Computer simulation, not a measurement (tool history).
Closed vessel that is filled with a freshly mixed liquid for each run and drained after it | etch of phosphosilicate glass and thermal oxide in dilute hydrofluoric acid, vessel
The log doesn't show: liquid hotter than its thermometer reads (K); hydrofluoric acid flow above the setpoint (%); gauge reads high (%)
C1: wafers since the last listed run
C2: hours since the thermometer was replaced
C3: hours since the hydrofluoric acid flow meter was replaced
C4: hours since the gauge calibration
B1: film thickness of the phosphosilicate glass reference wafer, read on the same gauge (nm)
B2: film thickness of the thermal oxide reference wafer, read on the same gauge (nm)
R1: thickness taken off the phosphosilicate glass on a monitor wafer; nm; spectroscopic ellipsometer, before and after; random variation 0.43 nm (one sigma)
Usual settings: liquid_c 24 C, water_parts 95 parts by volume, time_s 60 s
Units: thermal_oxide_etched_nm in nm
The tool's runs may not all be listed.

{"run": 1, "hour": 0.0, "liquid_c": 24, "water_parts": 115, "time_s": 85, "C1": 0, "C2": 868.1, "C3": 778.6, "C4": 3.9, "B1": 49.99, "B2": 149.98, "R1": 80.49, "thermal_oxide_etched_nm": 3.539}
{"run": 2, "hour": 33.1, "liquid_c": 24, "water_parts": 115, "time_s": 85, "C1": 3603, "C2": 901.2, "C3": 811.7, "C4": 37, "B1": 49.78, "B2": 149.391, "R1": 80.09, "thermal_oxide_etched_nm": 3.506}
{"run": 3, "hour": 58.5, "liquid_c": 24, "water_parts": 115, "time_s": 85, "C1": 2764, "C2": 926.6, "C3": 837.1, "C4": 62.4, "B1": 49.67, "B2": 148.985, "R1": 80.29, "thermal_oxide_etched_nm": 3.478}
{"run": 4, "hour": 244.1, "liquid_c": 24, "water_parts": 95, "time_s": 60, "C1": 20203, "C2": 1112.2, "C3": 1022.7, "C4": 248, "B1": 48.99, "B2": 146.988, "R1": 68.12, "thermal_oxide_etched_nm": 3.009}
{"run": 5, "hour": 312.3, "liquid_c": 24, "water_parts": 95, "time_s": 60, "C1": 7424, "C2": 1180.4, "C3": 1090.9, "C4": 316.2, "B1": 48.82, "B2": 146.548, "R1": 68.16, "thermal_oxide_etched_nm": 3.025}
{"run": 6, "hour": 366.4, "liquid_c": 24, "water_parts": 95, "time_s": 60, "C1": 5889, "C2": 1234.5, "C3": 1145, "C4": 370.3, "B1": 48.76, "B2": 146.263, "R1": 68.76, "thermal_oxide_etched_nm": 2.998}
{"run": 7, "hour": 409.4, "liquid_c": 24, "water_parts": 95, "time_s": 60, "C1": 4680, "C2": 1277.5, "C3": 1188, "C4": 413.3, "B1": 48.68, "B2": 146.102, "R1": 68.47, "thermal_oxide_etched_nm": 2.981}
{"run": 8, "hour": 473.2, "liquid_c": 24, "water_parts": 95, "time_s": 75, "C1": 6945, "C2": 1341.3, "C3": 1251.8, "C4": 477.1, "B1": 48.63, "B2": 145.831, "R1": 84.9, "thermal_oxide_etched_nm": 3.74}
{"run": 9, "hour": 503.9, "liquid_c": 24, "water_parts": 95, "time_s": 75, "C1": 3341, "C2": 1372, "C3": 1282.5, "C4": 507.8, "B1": 48.58, "B2": 145.738, "R1": 86.23, "thermal_oxide_etched_nm": 3.695}
{"run": 10, "hour": 570.9, "liquid_c": 24, "water_parts": 95, "time_s": 75, "C1": 7293, "C2": 1439, "C3": 1349.5, "C4": 574.8, "B1": 48.52, "B2": 145.568, "R1": 85.8, "thermal_oxide_etched_nm": 3.776}
{"run": 11, "hour": 598.3, "liquid_c": 26.5, "water_parts": 130, "time_s": 40, "C1": 2982, "C2": 1466.4, "C3": 1376.9, "C4": 602.2, "B1": 48.51, "B2": 145.551, "R1": 35.09, "thermal_oxide_etched_nm": 1.53}
{"run": 12, "hour": 650.8, "liquid_c": 28.5, "water_parts": 45, "time_s": 60, "C1": 5714, "C2": 1518.9, "C3": 1429.4, "C4": 654.7, "B1": 48.49, "B2": 145.415, "R1": 184.91, "thermal_oxide_etched_nm": 8.081}
{"run": 13, "hour": 709.7, "liquid_c": 28.5, "water_parts": 75, "time_s": 80, "C1": 6411, "C2": 1577.8, "C3": 1488.3, "C4": 713.6, "B1": 48.46, "B2": 145.356, "R1": 140.73, "thermal_oxide_etched_nm": 6.264}
{"run": 14, "hour": 750.7, "liquid_c": 27, "water_parts": 110, "time_s": 85, "C1": 4463, "C2": 1618.8, "C3": 1529.3, "C4": 754.6, "B1": 48.45, "B2": 145.307, "R1": 91.62, "thermal_oxide_etched_nm": 4.053}
{"run": 15, "hour": 780.8, "liquid_c": 24, "water_parts": 95, "time_s": 60, "C1": 3276, "C2": 1648.9, "C3": 1559.4, "C4": 784.7, "B1": 48.42, "B2": 145.286, "R1": 68.55, "thermal_oxide_etched_nm": 2.991}
{"run": 16, "hour": 821.5, "liquid_c": 24, "water_parts": 95, "time_s": 60, "C1": 4430, "C2": 1689.6, "C3": 1600.1, "C4": 825.4, "B1": 48.42, "B2": 145.215, "R1": 67.39, "thermal_oxide_etched_nm": 2.988}
{"hour": 866.0, "done": "gauge calibrated"}
{"hour": 868.5, "done": "hydrofluoric acid flow meter replaced"}
{"run": 17, "hour": 874.4, "liquid_c": 27, "water_parts": 115, "time_s": 35, "C1": 5649, "C2": 1742.5, "C3": 5.9, "C4": 8.4, "B1": 49.91, "B2": 149.796, "R1": 36.97, "thermal_oxide_etched_nm": 1.623}
{"hour": 916.8, "done": "thermometer replaced"}
{"run": 18, "hour": 927.1, "liquid_c": 24, "water_parts": 95, "time_s": 60, "C1": 5627, "C2": 10.3, "C3": 58.6, "C4": 61.1, "B1": 49.65, "B2": 148.93, "R1": 69.69, "thermal_oxide_etched_nm": 3.045}
{"run": 19, "hour": 989.0, "liquid_c": 24, "water_parts": 115, "time_s": 40, "C1": 6738, "C2": 72.2, "C3": 120.5, "C4": 123, "B1": 49.37, "B2": 148.1, "R1": 37.62, "thermal_oxide_etched_nm": 1.624}
{"run": 20, "hour": 1098.1, "liquid_c": 24, "water_parts": 65, "time_s": 60, "C1": 11876, "C2": 181.3, "C3": 229.6, "C4": 232.1, "B1": 49.02, "B2": 147.014, "R1": 104.23, "thermal_oxide_etched_nm": 4.597}
{"run": 21, "hour": 1158.4, "liquid_c": 20, "water_parts": 110, "time_s": 70, "C1": 6564, "C2": 241.6, "C3": 289.9, "C4": 292.4, "B1": 48.88, "B2": 146.631, "R1": 58.04, "thermal_oxide_etched_nm": 2.519}

3 ways to go on from here, each from the tool as it stands after run 21. What would each give?
{"run": "A", "hour": 1159.1, "liquid_c": 24, "water_parts": 95, "time_s": 60, "C1": 76, "C2": 242.3, "C3": 290.6, "C4": 293.1, "B1": "?", "B2": "?", "R1": "?", "thermal_oxide_etched_nm": "?"}
{"run": "B", "hour": 1159.1, "liquid_c": 27, "water_parts": 45, "time_s": 95, "C1": 76, "C2": 242.3, "C3": 290.6, "C4": 293.1, "B1": "?", "B2": "?", "R1": "?", "thermal_oxide_etched_nm": "?"}
{"run": "C", "hour": 1159.1, "liquid_c": 28, "water_parts": 65, "time_s": 80, "C1": 76, "C2": 242.3, "C3": 290.6, "C4": 293.1, "B1": "?", "B2": "?", "R1": "?", "thermal_oxide_etched_nm": "?"}

run=A B1=48.88 B2=146.617 R1=68.77 thermal_oxide_etched_nm=3.035
run=B B1=48.88 B2=146.617 R1=277.09 thermal_oxide_etched_nm=12.228
run=C B1=48.88 B2=146.617 R1=163.36 thermal_oxide_etched_nm=7.209
Without the tool's hidden state the same runs would have given:
run=A R1=70.36 thermal_oxide_etched_nm=3.105
run=B R1=283.49 thermal_oxide_etched_nm=12.51
run=C R1=167.13 thermal_oxide_etched_nm=7.375
